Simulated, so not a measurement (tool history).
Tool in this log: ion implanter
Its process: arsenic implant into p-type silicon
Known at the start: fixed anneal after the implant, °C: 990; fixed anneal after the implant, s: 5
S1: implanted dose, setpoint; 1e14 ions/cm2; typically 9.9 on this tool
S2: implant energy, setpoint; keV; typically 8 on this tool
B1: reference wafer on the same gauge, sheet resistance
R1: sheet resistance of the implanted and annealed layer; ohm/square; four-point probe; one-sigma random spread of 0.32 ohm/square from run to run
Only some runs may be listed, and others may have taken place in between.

run 1 hour=0 | S1=8.39 S2=8 | B1=201.43 | R1=218.88
run 2 hour=9 | S1=9.9 S2=8 | B1=201.47 | R1=212.73
run 3 hour=25.4 | S1=9.9 S2=8 | B1=201.54 | R1=213.74
run 4 hour=33.5 | S1=9.9 S2=8 | B1=201.69 | R1=213.54
run 5 hour=45.5 | S1=9.9 S2=8 | B1=201.85 | R1=213.65
run 6 hour=52.9 | S1=9.9 S2=8 | B1=201.84 | R1=213.12
run 7 hour=70.7 | S1=9.9 S2=8 | B1=201.95 | R1=213.64
run 8 hour=86.3 | S1=9.9 S2=8 | B1=202.02 | R1=214.2
run 9 hour=96 | S1=9.9 S2=8 | B1=202.13 | R1=214.11
-- hour=109 extraction supply calibrated
run 10 hour=113.8 | S1=9.9 S2=8 | B1=202.26 | R1=214.21
-- hour=141.6 Faraday cup replaced and dose calibrated
run 11 hour=142.1 | S1=12.23 S2=7.5 | B1=202.55 | R1=213
run 12 hour=148.2 | S1=12.23 S2=7.5 | B1=202.6 | R1=212.99
run 13 hour=156.4 | S1=12.23 S2=7.5 | B1=202.67 | R1=213.2
run 14 hour=162.5 | S1=9.9 S2=8 | B1=202.63 | R1=214.3
run 15 hour=176.6 | S1=8.97 S2=8 | B1=202.83 | R1=217.63
run 16 hour=186.4 | S1=9.9 S2=11 | B1=202.89 | R1=194.5
run 17 hour=200.3 | S1=9.9 S2=8 | B1=203.03 | R1=215.07
run 18 hour=217.6 | S1=12.57 S2=9 | B1=203.07 | R1=201.08
run 19 hour=227.1 | S1=11.31 S2=9 | B1=203.23 | R1=203.66
run 20 hour=235.5 | S1=8.44 S2=6.5 | B1=203.19 | R1=234.07
-- hour=252.1 gauge calibrated
run 21 hour=289.4 | S1=8.45 S2=6.5 | B1=201.49 | R1=232.64
run 22 hour=314.3 | S1=9.9 S2=8 | B1=201.7 | R1=213.68
run 23 hour=325.6 | S1=8.03 S2=5 | B1=201.75 | R1=253.81
run 24 hour=338.9 | S1=9.9 S2=8 | B1=201.88 | R1=213.46
run 25 hour=346.4 | S1=10.93 S2=8 | B1=201.96 | R1=210.44
run 26 hour=362.5 | S1=7.65 S2=8 | B1=202.06 | R1=223.3
run 27 hour=374.5 | S1=7.28 S2=10 | B1=202.18 | R1=214.87
run 28 hour=386.7 | S1=7.71 S2=10.5 | B1=202.33 | R1=208.54
run 29 hour=396.6 | S1=8.43 S2=5.5 | B1=202.36 | R1=245.58
run 30 hour=403.9 | S1=8.49 S2=7 | B1=202.47 | R1=227.64
run 31 hour=413.1 | S1=11.47 S2=8 | B1=202.47 | R1=210.1
run 32 hour=426.3 | S1=8.87 S2=10 | B1=202.58 | R1=204.37
run 33 hour=444 | S1=7.7 S2=10.5 | B1=202.71 | R1=209.03
run 34 hour=452.8 | S1=7.91 S2=6 | B1=202.84 | R1=242.52
run 35 hour=467.5 | S1=9.9 S2=8 | B1=202.99 | R1=214.57
run 36 hour=482.7 | S1=7.37 S2=9 | B1=203 | R1=220.3
run 37 hour=492.1 | S1=11.22 S2=7 | B1=203.09 | R1=220.56

Below are 4 alternative next runs, each starting from the tool's condition after run 37. Predict each:
run A hour=492.5 | S1=9.9 S2=8 | B1=? | R1=?
run B hour=492.5 | S1=11.64 S2=8 | B1=? | R1=?
run C hour=492.5 | S1=10.84 S2=6.5 | B1=? | R1=?
run D hour=492.5 | S1=9.9 S2=5.5 | B1=? | R1=?

run=A B1=203.18 R1=214.83
run=B B1=203.18 R1=210.49
run=C B1=203.18 R1=226.47
run=D B1=203.18 R1=241.07
The same runs, with their run-to-run variation unchanged, on a tool lacking any hidden condition would have given:
run=A R1=212.57
run=B R1=208.28
run=C R1=224.09
run=D R1=238.54
